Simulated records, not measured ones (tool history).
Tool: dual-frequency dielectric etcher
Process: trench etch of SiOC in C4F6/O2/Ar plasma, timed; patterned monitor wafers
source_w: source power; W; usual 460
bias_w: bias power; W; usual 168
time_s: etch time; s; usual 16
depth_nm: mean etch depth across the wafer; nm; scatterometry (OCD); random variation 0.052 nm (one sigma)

run,hour,source_w,bias_w,time_s,"read-back reference wafer on the same gauge, depth_nm",depth_nm
1,0,460,168,16,29.2,34.15
2,21.4,460,168,16,29.19,34.19
3,45.9,520,168,13,29.19,29.44
4,65.2,520,168,13,29.21,29.52
5,98.8,520,168,13,29.19,29.49
6,121.1,460,179,16,29.2,34.8
7,155.2,460,179,16,29.2,34.91
8,183.9,460,179,16,29.2,34.92
9,202,460,168,16,29.2,34.34
10,233.2,460,168,16,29.19,34.38
11,284.2,460,168,16,29.21,35.31
12,336.9,460,168,16,29.2,35.35
13,354.6,460,168,16,29.21,35.34
14,385.9,460,168,16,29.19,35.37
15,473.1,460,178,16,29.2,35.3
16,486.8,490,141,13,29.19,27.92
17,509,370,210,13,29.2,27.07
18,534.2,460,168,16,29.2,34.81
19,549.4,560,168,20.5,29.2,48.82
20,568.1,460,168,16,29.19,34.87
21,598.1,350,168,17.5,29.2,33.44
22,624.8,420,134,14,29.2,27.67
23,638.8,460,168,11.5,29.2,25.05
24,662.3,370,168,11.5,29.2,22.65
25,681.2,460,168,19.5,29.2,42.7
26,716.3,350,199,13.5,29.21,27.11
27,788.3,460,147,16,29.2,33.84
28,810,460,182,16,29.19,35.78
29,837.6,550,147,19,29.2,43.74
30,868.6,460,168,16,29.19,35.07
31,887.8,460,178,16,29.2,35.62

Not shown: 5 entries that the log had between the listed runs. Between which runs, and how does the tool's hidden state differ before and after?
Between runs 10 and 11: source power generator calibrated (hour 263.9); upper electrode replaced (hour 283.7)
  etch rate over this chamber's usual, %: 1.22 -> 1.38; source power that arrives over what is set, %: -5.44 -> -0.297
  measured less the result without the state, depth_nm: -0.49 -> +0.43 nm
Between runs 14 and 15: wet clean of the chamber (hour 472.5)
  etch rate over this chamber's usual, %: 1.68 -> -0.0766; source power that arrives over what is set, %: -0.446 -> -0.573
  measured less the result without the state, depth_nm: +0.52 -> -0.12 nm
Between runs 15 and 16: bias power generator calibrated (hour 481.3)
  etch rate over this chamber's usual, %: -0.0766 -> -0.0351; source power that arrives over what is set, %: -0.573 -> -0.593
  measured less the result without the state, depth_nm: -0.12 -> -0.09 nm
Between runs 16 and 17: gauge calibrated (hour 487.4)
  etch rate over this chamber's usual, %: -0.0351 -> 0.0322; source power that arrives over what is set, %: -0.593 -> -0.626
  measured less the result without the state, depth_nm: -0.09 -> -0.07 nm

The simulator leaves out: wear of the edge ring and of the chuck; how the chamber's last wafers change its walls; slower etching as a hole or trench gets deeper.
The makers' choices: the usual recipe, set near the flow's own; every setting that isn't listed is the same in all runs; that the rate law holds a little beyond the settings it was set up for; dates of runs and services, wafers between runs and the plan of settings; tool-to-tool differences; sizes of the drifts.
